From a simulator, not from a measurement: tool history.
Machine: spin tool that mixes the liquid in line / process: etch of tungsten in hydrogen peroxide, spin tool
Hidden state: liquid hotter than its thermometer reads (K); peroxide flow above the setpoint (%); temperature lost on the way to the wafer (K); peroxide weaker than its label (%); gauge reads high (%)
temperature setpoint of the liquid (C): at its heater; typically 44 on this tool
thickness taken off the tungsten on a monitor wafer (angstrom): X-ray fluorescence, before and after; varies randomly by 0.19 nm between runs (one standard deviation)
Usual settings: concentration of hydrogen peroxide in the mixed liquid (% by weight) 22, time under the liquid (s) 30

run	day	temperature setpoint of the liquid (C)	concentration of hydrogen peroxide in the mixed liquid (% by weight)	time under the liquid (s)	wafers since the last listed run	hours since the thermometer was replaced	hours since the peroxide flow meter was replaced	hours since the heated supply line was repaired	hours since the drum of peroxide was connected	hours since the gauge calibration	read-back film thickness of the tungsten reference wafer, read on the same gauge (nm)	thickness taken off the tungsten on a monitor wafer (angstrom)
1	0	44	26	30	0	921.9	715.7	3978.6	541.6	272.1	29.99	436.2
2	3.796	44	26	30	1775	1013	806.8	4069.7	632.7	363.2	30	437.7
3	4.296	44	22	30	233	1025	818.8	4081.7	644.7	375.2	30.01	401.5
4	4.896	44	22	30	280	1039.4	833.2	4096.1	659.1	389.6	29.97	403.4
5	8.188	44	22	15	1539	1118.4	912.2	4175.1	738.1	468.6	30	201.4
6	9.033	44	22	15	395	1138.7	932.5	4195.4	758.4	488.9	30	200.2
# day 9.971: thermometer replaced
7	10.333	44	22	15	588	8.7	963.7	4226.6	789.6	520.1	30.02	199.8
8	11.071	44	22	30	344	26.4	981.4	4244.3	807.3	537.8	29.99	398.5
9	11.742	50	22	30	313	42.5	997.5	4260.4	823.4	553.9	30	583
# day 12.833: new drum of peroxide connected
10	13.167	50	22	30	647	76.7	1031.7	4294.6	8	588.1	30	584.5
11	16.2	50	22	30	1418	149.5	1104.5	4367.4	80.8	660.9	30	589.1
# day 16.733: peroxide flow meter replaced
12	16.762	49.5	22	20	243	163	0.7	4380.9	94.3	674.4	29.99	391.7
# day 17.304: heated supply line repaired
13	18.192	40.5	28	40	649	197.3	35	21.3	128.6	708.7	30	494.9
14	18.7	44	22	30	237	209.5	47.2	33.5	140.8	720.9	30.01	420.3
15	19.296	44	22	30	278	223.8	61.5	47.8	155.1	735.2	30	418.2
16	20.692	44	22	30	652	257.3	95	81.3	188.6	768.7	30.01	418.4
# day 20.933: peroxide flow meter replaced, repeated, since the last time left the tool worse
17	21.733	36.5	28	40	467	282.3	19.2	106.3	213.6	793.7	29.97	362.4
# day 21.867: gauge calibrated
18	22.608	44	22	30	409	303.3	40.2	127.3	234.6	17.8	29.99	394.1
19	23.462	44	25	30	399	323.8	60.7	147.8	255.1	38.3	29.99	419.7
20	24.838	49	22	45	643	356.8	93.7	180.8	288.1	71.3	30.01	807.8
21	25.717	40	17	20	411	377.9	114.8	201.9	309.2	92.4	30	178.2

The next listed run, before its measurement:
22	26.229	40.5	22	30	239	390.2	127.1	214.2	321.5	104.7	?	?

Run 22 yielded read-back film thickness of the tungsten reference wafer, read on the same gauge (nm) 30, thickness taken off the tungsten on a monitor wafer (angstrom) 313.6.
Minus the tool's unlogged condition, the same run would have read thickness taken off the tungsten on a monitor wafer (angstrom) 311.2.
